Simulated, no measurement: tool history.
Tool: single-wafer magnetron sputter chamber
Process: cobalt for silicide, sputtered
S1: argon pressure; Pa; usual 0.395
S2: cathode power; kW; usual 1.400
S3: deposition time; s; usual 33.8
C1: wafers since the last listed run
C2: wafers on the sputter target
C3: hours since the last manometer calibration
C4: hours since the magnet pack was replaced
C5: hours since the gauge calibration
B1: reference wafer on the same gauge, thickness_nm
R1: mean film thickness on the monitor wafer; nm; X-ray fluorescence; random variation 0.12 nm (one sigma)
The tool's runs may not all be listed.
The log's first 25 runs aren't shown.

Run 26, hour 1151.1: usual settings but S1 0.354 Pa, S2 1.550 kW; C1 829; C2 7116; C3 1267.5; C4 555.0; C5 748.3; B1 23.949. Result: R1 23.312 nm.
Run 27, hour 1177.4: usual settings but S1 0.553 Pa, S2 1.700 kW, S3 37.8 s; C1 526; C2 7643; C3 1293.8; C4 581.3; C5 774.6; B1 23.901. Result: R1 27.401 nm.
Run 28, hour 1220.2: usual settings; C1 857; C2 8500; C3 1336.6; C4 624.1; C5 817.4; B1 23.894. Result: R1 20.625 nm.
Run 29, hour 1283.5: usual settings; C1 1267; C2 9768; C3 1399.9; C4 687.4; C5 880.7; B1 23.916. Result: R1 20.609 nm.
At hour 1297.7: sputter target and shields replaced.
Run 30, hour 1337.2: usual settings but S1 0.487 Pa, S2 1.150 kW; C1 915; C2 791; C3 1453.6; C4 741.1; C5 934.4; B1 23.896. Result: R1 17.193 nm.
Run 31, hour 1422.8: usual settings; C1 1714; C2 2505; C3 1539.2; C4 826.7; C5 1020.0; B1 23.900. Result: R1 21.132 nm.
Run 32, hour 1486.2: usual settings but S3 35.7 s; C1 1269; C2 3775; C3 1602.6; C4 890.1; C5 1083.4; B1 23.912. Result: R1 22.027 nm.
Run 33, hour 1531.4: usual settings but S2 1.500 kW; C1 905; C2 4680; C3 1647.8; C4 935.3; C5 1128.6; B1 23.926. Result: R1 22.252 nm.

The next listed run, before its measurement:
Run 34, hour 1579.7: usual settings but S1 0.354 Pa, S2 1.550 kW; C1 967; C2 5647; C3 1696.1; C4 983.6; C5 1176.9; B1 ?. Result: R1 ?.

{"run 34": {"B1": 23.926, "R1": 22.983}}
Without the tool's hidden state the same run would have given R1 23.699 nm.
